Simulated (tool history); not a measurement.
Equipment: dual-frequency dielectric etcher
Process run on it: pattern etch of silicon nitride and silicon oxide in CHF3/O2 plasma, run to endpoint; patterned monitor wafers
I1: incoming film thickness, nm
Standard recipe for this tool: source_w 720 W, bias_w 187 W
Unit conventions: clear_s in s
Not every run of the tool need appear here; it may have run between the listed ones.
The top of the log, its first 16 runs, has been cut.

run 17 hour=1273.2 | source_w=720 bias_w=187 | I1=220.6 | clear_s=148.2
-- hour=1348.9 upper electrode replaced
run 18 hour=1359.5 | source_w=720 bias_w=187 | I1=219.9 | clear_s=148.4
-- hour=1381.5 source power generator calibrated
-- hour=1412.1 wet clean of the chamber
run 19 hour=1439.0 | source_w=720 bias_w=204 | I1=222.1 | clear_s=143.1
run 20 hour=1479.6 | source_w=830 bias_w=214 | I1=221.2 | clear_s=135.6
run 21 hour=1523.3 | source_w=720 bias_w=207 | I1=221.0 | clear_s=141.6
run 22 hour=1595.9 | source_w=670 bias_w=164 | I1=220.1 | clear_s=152.8
run 23 hour=1895.9 | source_w=610 bias_w=172 | I1=220.2 | clear_s=156.0
run 24 hour=2077.5 | source_w=720 bias_w=187 | I1=221.8 | clear_s=149.4
-- hour=2124.6 wet clean of the chamber
run 25 hour=2261.8 | source_w=900 bias_w=155 | I1=219.8 | clear_s=143.8
run 26 hour=2311.5 | source_w=810 bias_w=214 | I1=221.2 | clear_s=136.8

Run 27 comes next. What will it give?
run 27 hour=2376.0 | source_w=720 bias_w=233 | I1=220.6 | clear_s=?

{"run 27": {"clear_s": 137.4}}
The same run, on a tool lacking any hidden state, would have yielded clear_s 136.9 s.

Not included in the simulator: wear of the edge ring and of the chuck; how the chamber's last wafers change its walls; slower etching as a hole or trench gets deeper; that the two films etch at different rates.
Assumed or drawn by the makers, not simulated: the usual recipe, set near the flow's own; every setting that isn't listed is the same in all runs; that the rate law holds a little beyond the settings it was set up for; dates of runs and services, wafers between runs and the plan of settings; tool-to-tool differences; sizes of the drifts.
